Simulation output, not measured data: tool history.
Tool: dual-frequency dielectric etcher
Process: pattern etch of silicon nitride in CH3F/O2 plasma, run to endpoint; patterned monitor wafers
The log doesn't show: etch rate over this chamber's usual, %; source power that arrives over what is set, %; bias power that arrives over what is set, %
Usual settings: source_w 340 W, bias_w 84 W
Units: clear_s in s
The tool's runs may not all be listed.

run,day,source_w,bias_w,wafers since the last listed run,hours since the last wet clean,hours since the last source power generator calibration,hours since the last bias power generator calibration,hours since the last upper electrode change,"incoming incoming film thickness, nm",clear_s
1,0.000,340,84,0,148.6,4137.4,3448.6,3604.2,91.5,105.4
2,0.712,340,84,99,165.7,4154.5,3465.7,3621.3,92.0,107.9
3,1.604,340,84,124,187.1,4175.9,3487.1,3642.7,91.5,107.4
4,2.625,340,84,141,211.6,4200.4,3511.6,3667.2,90.6,106.3
5,4.933,340,84,321,267.0,4255.8,3567.0,3722.6,91.2,107.5
6,6.212,340,84,177,297.7,4286.5,3597.7,3753.3,91.9,108.3
7,7.275,340,84,147,323.2,4312.0,3623.2,3778.8,91.8,108.5
# day 7.692: source power generator calibrated
8,8.125,340,84,95,343.6,10.4,3643.6,3799.2,92.1,110.3
# day 10.046: upper electrode replaced
9,10.067,340,84,130,390.2,57.0,3690.2,0.5,91.5,109.1
# day 11.212: bias power generator calibrated
# day 11.746: wet clean of the chamber
10,11.767,340,84,139,0.5,97.8,13.3,41.3,92.6,106.4
11,11.783,340,96,2,0.9,98.2,13.7,41.7,90.8,96.1
12,12.083,420,64,41,8.1,105.4,20.9,48.9,92.2,115.2
13,12.975,420,65,124,29.5,126.8,42.3,70.3,91.8,114.0
14,13.492,340,84,71,41.9,139.2,54.7,82.7,91.3,104.3
15,14.467,270,103,135,65.3,162.6,78.1,106.1,91.6,100.9
16,15.183,310,89,99,82.5,179.8,95.3,123.3,91.9,106.5
17,16.221,310,98,144,107.4,204.7,120.2,148.2,91.4,99.6
18,17.229,260,84,140,131.6,228.9,144.4,172.4,92.5,118.6
19,17.800,340,84,79,145.3,242.6,158.1,186.1,91.3,106.7

Some steps in clear_s between neighbouring runs. How much of each would the tool show without its hidden state too (settings, what came in, random variation), and how much is left for the hidden state, with any gauge scatter that isn't in both results?
Run 9 -> 10: bias power generator calibrated, wet clean of the chamber. clear_s -2.7 s: hidden state -3.8, all else +1.1.
Run 11 -> 12: source_w 340 -> 420, bias_w 96 -> 64. clear_s +19.1 s: hidden state +0.2, all else +18.9.
